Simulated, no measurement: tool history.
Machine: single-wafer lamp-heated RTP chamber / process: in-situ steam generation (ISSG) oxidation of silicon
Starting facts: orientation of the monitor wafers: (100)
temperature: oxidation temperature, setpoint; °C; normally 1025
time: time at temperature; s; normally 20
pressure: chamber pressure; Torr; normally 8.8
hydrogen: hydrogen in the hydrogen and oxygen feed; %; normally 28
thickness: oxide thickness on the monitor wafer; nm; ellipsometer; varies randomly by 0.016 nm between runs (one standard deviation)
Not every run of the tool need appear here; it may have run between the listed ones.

run     day  temperature  time  pressure  hydrogen  wafers since the last listed run  wafers since the last pyrometer calibration  hours since the pressure gauge was zeroed  hours since the hydrogen flow controller was replaced  hours since the gauge calibration  read-back reference wafer on the same gauge, thickness  thickness
  1       0         1025    20       8.8        28                                 0                                         1727                                     4632.1                                                 4471.3                              813.2                                                   7.139      6.318
  2   1.271         1009    20       8.8        32                               495                                         2223                                     4662.6                                                 4501.8                              843.7                                                   7.136      6.044
  3   1.779         1025    26       8.8        28                               198                                         2421                                     4674.8                                                   4514                              855.9                                                   7.129      7.165
  4   2.658         1025    26       8.8        28                               342                                         2764                                     4695.9                                                 4535.1                                877                                                   7.126      7.202
  5   3.504         1025    20       8.8        28                               329                                         3094                                     4716.2                                                 4555.4                              897.3                                                   7.126      6.312
      3.988  -- pyrometer window cleaned and pyrometer calibrated
  6   4.217         1025    20       8.8        28                               147                                           89                                     4733.3                                                 4572.5                              914.4                                                   7.124       6.27
  7   5.325         1025    20       8.8        28                               432                                          521                                     4759.9                                                 4599.1                                941                                                   7.116      6.269
  8   6.604         1025    20       8.8        28                               498                                         1020                                     4790.6                                                 4629.8                              971.7                                                   7.109      6.293
  9   7.662         1025    20       8.8        28                               412                                         1433                                       4816                                                 4655.2                              997.1                                                   7.104      6.269
 10   8.829         1025    25       8.8        28                               454                                         1888                                       4844                                                 4683.2                             1025.1                                                   7.095      7.008
 11   9.988         1025    25       8.8        28                               451                                         2339                                     4871.8                                                   4711                             1052.9                                                   7.095      7.017
 12  11.017         1025    25       8.8        28                               401                                         2741                                     4896.5                                                 4735.7                             1077.6                                                   7.088      6.979
     12.342  -- pyrometer window cleaned and pyrometer calibrated
 13  12.362         1025    20       8.8        28                               394                                            8                                     4928.8                                                   4768                             1109.9                                                   7.083      6.274
 14  12.967         1025    20       7.4        28                               235                                          243                                     4943.3                                                 4782.5                             1124.4                                                   7.074      6.284
 15  14.242         1040    26       8.8        20                               497                                          741                                     4973.9                                                 4813.1                               1155                                                   7.076      7.135
 16   15.05         1025    20       8.8        28                               315                                         1056                                     4993.3                                                 4832.5                             1174.4                                                   7.067      6.232
     15.133  -- gauge calibrated
 17  15.871         1025    13       8.2        21                               320                                         1376                                       5013                                                 4852.2                               17.7                                                   7.205      4.885
 18   19.05         1042    20       7.8        23                              1239                                         2615                                     5089.3                                                 4928.5                                 94                                                   7.214        6.7
 19  20.367         1025    20       8.1        28                               513                                         3129                                     5120.9                                                 4960.1                              125.6                                                   7.208      6.411
 20  21.867         1025    20       8.8        28                               584                                         3713                                     5156.9                                                 4996.1                              161.6                                                   7.209       6.38

Run 21 comes next. What will it give?
     22.621  -- pyrometer window cleaned and pyrometer calibrated
 21  22.888         1025    24       9.9        28                               268                                          104                                     5181.4                                                 5020.6                              186.1                                                       ?          ?

For run 21 the tool returned read-back reference wafer on the same gauge, thickness 7.206, thickness 6.853 nm.
With the hidden condition absent and the run-to-run variation left alone, this run would have shown thickness 6.855 nm.

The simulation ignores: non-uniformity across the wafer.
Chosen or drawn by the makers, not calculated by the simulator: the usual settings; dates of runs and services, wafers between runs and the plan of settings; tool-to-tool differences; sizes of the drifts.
